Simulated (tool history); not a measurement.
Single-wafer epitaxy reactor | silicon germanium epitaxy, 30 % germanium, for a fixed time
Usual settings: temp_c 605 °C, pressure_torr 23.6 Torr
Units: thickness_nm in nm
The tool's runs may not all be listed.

run     day  temp_c  pressure_torr  wafers since the last listed run  hours since the last pyrometer calibration  hours since the last manometer calibration  hours since the showerhead was replaced  hours since the gauge calibration  read-back reference wafer on the same gauge, thickness_nm  thickness_nm
  1       0     605           23.6                                 0                                      1589.1                                      2239.4                                   3733.8                                125                                                     67.819         65.84
  2   0.317     605           23.6                               159                                      1596.7                                        2247                                   3741.4                              132.6                                                     67.802        65.929
  3   1.038     605           21.6                               364                                        1614                                      2264.3                                   3758.7                              149.9                                                     67.789        64.298
  4   1.304     605           21.6                               134                                      1620.4                                      2270.7                                   3765.1                              156.3                                                     67.794        64.136
  5   1.625     615           23.6                               162                                      1628.1                                      2278.4                                   3772.8                                164                                                     67.799        77.209
  6   1.925     610           23.6                               151                                      1635.3                                      2285.6                                     3780                              171.2                                                     67.816         71.24
  7   2.508     610           23.6                               294                                      1649.3                                      2299.6                                     3794                              185.2                                                      67.81        71.296
  8   3.242     610           23.6                               370                                      1666.9                                      2317.2                                   3811.6                              202.8                                                     67.806        71.119
  9   3.612     605           18.9                               187                                      1675.8                                      2326.1                                   3820.5                              211.7                                                     67.809        61.917
 10   4.321     597           27.7                               357                                      1692.8                                      2343.1                                   3837.5                              228.7                                                     67.794        60.543
 11     4.9     605           25.2                               292                                      1706.7                                        2357                                   3851.4                              242.6                                                     67.817        66.881
       5.65  -- showerhead replaced
 12   5.671     605           25.2                               221                                      1725.2                                      2375.5                                      0.5                              261.1                                                     67.804        66.847
 13   5.946     617           23.6                               138                                      1731.8                                      2382.1                                      7.1                              267.7                                                     67.813         79.37
 14   6.233     617           23.6                               145                                      1738.7                                        2389                                       14                              274.6                                                     67.787        79.258
      6.775  -- pyrometer calibrated
 15   6.796     617           23.6                               115                                         0.5                                      2402.5                                     27.5                              288.1                                                     67.784         84.08
 16   7.058     605             20                               132                                         6.8                                      2408.8                                     33.8                              294.4                                                     67.797        66.577
 17   7.517     605           29.1                               231                                        17.8                                      2419.8                                     44.8                              305.4                                                      67.79        73.744
 18   8.154     605           23.6                               322                                        33.1                                      2435.1                                     60.1                              320.7                                                     67.816        69.648
 19   8.642     617           26.8                               246                                        44.8                                      2446.8                                     71.8                              332.4                                                      67.82        87.466
 20    9.35     614           18.9                               357                                        61.8                                      2463.8                                     88.8                              349.4                                                     67.801        75.383
     10.104  -- capacitance manometer re-zeroed and calibrated
 21  10.125     614           22.1                               223                                        80.4                                         0.5                                    107.4                                368                                                     67.786        78.743
 22  11.996     605           18.7                               945                                       125.3                                        45.4                                    152.3                              412.9                                                     67.798        65.236
 23  12.638     605           26.2                               324                                       140.7                                        60.8                                    167.7                              428.3                                                     67.815        71.603
 24  13.188     612           28.4                               277                                       153.9                                          74                                    180.9                              441.5                                                     67.806        81.644
 25  13.875     605           23.6                               347                                       170.4                                        90.5                                    197.4                                458                                                      67.79        69.641
     13.967  -- gauge calibrated
 26  14.388     610           26.5                               258                                       182.7                                       102.8                                    209.7                               10.1                                                     67.799        77.467
 27  14.638     612           28.4                               126                                       188.7                                       108.8                                    215.7                               16.1                                                     67.798        81.696
 28  15.221     605           23.6                               294                                       202.7                                       122.8                                    229.7                               30.1                                                     67.778        69.344
 29  15.962     594           28.3                               374                                       220.5                                       140.6                                    247.5                               47.9                                                     67.787        61.165
 30  16.271     601           21.3                               155                                       227.9                                         148                                    254.9                               55.3                                                     67.825        63.188
 31  17.979     611           19.4                               862                                       268.9                                         189                                    295.9                               96.3                                                      67.81        72.008

Forecast each of these 4 alternatives for the next run:
  A  17.996     595           23.6                                 8                                       269.3                                       189.4                                    296.3                               96.7                                                          ?             ?
  B  17.996     599           25.5                                 8                                       269.3                                       189.4                                    296.3                               96.7                                                          ?             ?
  C  17.996     619           18.9                                 8                                       269.3                                       189.4                                    296.3                               96.7                                                          ?             ?
  D  17.996     591             26                                 8                                       269.3                                       189.4                                    296.3                               96.7                                                          ?             ?

run  read-back reference wafer on the same gauge, thickness_nm  thickness_nm
  A                                                     67.783        58.843
  B                                                     67.783        64.167
  C                                                     67.783        80.968
  D                                                     67.783        56.683
Without the tool's hidden state the same runs would have given:
run  thickness_nm
  A         58.51
  B        63.807
  C        80.532
  D         56.36

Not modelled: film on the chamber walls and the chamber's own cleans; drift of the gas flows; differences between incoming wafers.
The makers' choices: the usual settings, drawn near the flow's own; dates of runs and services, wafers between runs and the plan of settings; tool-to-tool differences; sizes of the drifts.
